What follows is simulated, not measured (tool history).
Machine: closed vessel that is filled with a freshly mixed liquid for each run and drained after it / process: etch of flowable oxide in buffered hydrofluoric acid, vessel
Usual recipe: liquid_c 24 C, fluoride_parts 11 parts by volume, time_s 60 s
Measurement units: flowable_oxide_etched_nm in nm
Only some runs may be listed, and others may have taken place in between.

run	hour	liquid_c	fluoride_parts	time_s	wafers since the last listed run	hours since the thermometer was replaced	hours since the hydrofluoric acid flow meter was replaced	hours since the gauge calibration	read-back film thickness of the flowable oxide reference wafer, read on the same gauge (nm)	flowable_oxide_etched_nm
1	0	24	11	60	0	592.3	1605	289.4	30	184.74
2	59.7	24	11	60	8579	652	1664.7	349.1	29.99	190.19
3	125.4	24	11	60	9442	717.7	1730.4	414.8	29.99	189.39
4	187.1	24	11	60	8867	779.4	1792.1	476.5	30.02	191.25
5	227.7	24	11	60	5834	820	1832.7	517.1	29.97	188.91
6	266.5	24	11	60	5576	858.8	1871.5	555.9	30.02	190.47
7	316.2	24	11	60	7142	908.5	1921.2	605.6	30	189.68
8	366.9	24	11	60	7286	959.2	1971.9	656.3	30	190.23
9	407.6	24	11	30	5849	999.9	2012.6	697	30.03	95.61
# hour 459.9: thermometer replaced
10	474.9	21	11	60	9528	15	2079.9	764.3	30.02	156.54
11	546.8	28	14.5	35	10333	86.9	2151.8	836.2	30	101.01
# hour 561: gauge calibrated
12	708.8	28	14.5	35	23282	248.9	2313.8	147.8	30.01	101.09
# hour 838.5: hydrofluoric acid flow meter replaced
13	871.6	26.5	14	60	23253	411.7	33.1	310.6	29.98	167.02

Forecast run 14:
14	896.9	27.5	7	50	3636	437	58.4	335.9	?	?

read-back film thickness of the flowable oxide reference wafer, read on the same gauge (nm): 30.03
flowable_oxide_etched_nm: 291.6 nm
On a tool with no hidden condition, and with the same random variation, this run would have come out at flowable_oxide_etched_nm 284.41 nm.
